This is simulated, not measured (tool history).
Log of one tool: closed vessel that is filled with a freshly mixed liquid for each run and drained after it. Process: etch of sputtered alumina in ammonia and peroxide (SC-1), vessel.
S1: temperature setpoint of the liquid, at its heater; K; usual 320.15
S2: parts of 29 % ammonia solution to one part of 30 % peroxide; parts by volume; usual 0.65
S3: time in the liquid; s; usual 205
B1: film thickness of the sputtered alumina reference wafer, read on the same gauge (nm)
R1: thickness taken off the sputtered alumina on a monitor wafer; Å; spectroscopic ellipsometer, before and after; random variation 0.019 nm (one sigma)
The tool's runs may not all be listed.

run    hour      S1    S2   S3     B1     R1
  1       0  320.15  0.45  205  80.02   65.6
  2     153  320.15  0.45  205  80.04   65.5
  3   218.3  320.15  0.45  205     80   65.7
  4   255.8  314.15  0.65  205     80   48.1
  5   307.2  320.15  0.65  205  79.99   67.9
  6   368.4  320.15  0.75  205  79.98   68.6
  7   445.8  320.15  0.75  205  79.97   68.5
  8   521.7  320.15  0.65  230  79.99   75.7
  9   580.4  320.15  0.65  230     80   77.1
 10   621.9  320.15  0.75  240  79.97   81.3
 11   688.8  320.15  0.65  205  79.97   68.5
 12   776.9  320.15   0.4  205  80.03   65.5
 13   858.4  311.65   0.4  300  79.99   57.9
 14   930.1  311.15  0.95  170  80.04   34.6
 15  1007.7  324.65  0.65  315  80.02  133.3
 16  1085.7  320.15  0.65  205  79.98   67.6
 17  1176.8  320.15   0.9  245     80   83.4
 18  1309.5  314.15   0.5  285  80.01   65.2
 19  1348.7  327.65  0.45  205     80   98.7
 20    1427  311.65  0.65  205  79.97   41.3
 21  1466.6  329.65  0.35  165  80.02   85.6
 22    1541  320.15  0.65  205  80.04   67.4
 23  1642.6  320.15  0.65  205  80.06   68.3
 24  1747.3  317.65  0.45  275  80.01   76.9
 25  1846.7  328.15   0.9  205  79.98  109.3
 26  1915.5  324.65  0.45  250  80.03  102.8
 27  1997.8  329.15   0.4  240  80.01  124.8

Taken out of this log: 5 entries between the listed runs. Where each belongs, and how the hidden state differs across it:
Between runs 8 and 9: new drum of ammonia solution connected (hour 579.1)
  ammonia flow above the setpoint (%): 8.49 -> 8.86; ammonia solution weaker than its label (%): 11.6 -> 0.346
  measured less the result without the state, R1: -0.3 -> +0.6 Å
Between runs 12 and 13: ammonia flow meter replaced (hour 857.3)
  ammonia flow above the setpoint (%): 10.1 -> 1.42; ammonia solution weaker than its label (%): 2.51 -> 3.41
  measured less the result without the state, R1: +0.4 -> -0.1 Å
Between runs 13 and 14: thermometer replaced (hour 911)
  ammonia flow above the setpoint (%): 1.42 -> 1.87; ammonia solution weaker than its label (%): 3.41 -> 4.2
  measured less the result without the state, R1: -0.1 -> -0.1 Å
Between runs 14 and 15: gauge calibrated (hour 1002.9)
  ammonia flow above the setpoint (%): 1.87 -> 2.36; ammonia solution weaker than its label (%): 4.2 -> 5.05
  measured less the result without the state, R1: -0.1 -> -0.3 Å
Between runs 22 and 23: new drum of ammonia solution connected (hour 1571.4)
  ammonia flow above the setpoint (%): 5.7 -> 6.34; ammonia solution weaker than its label (%): 10.9 -> 1.11
  measured less the result without the state, R1: -0.4 -> +0.3 Å
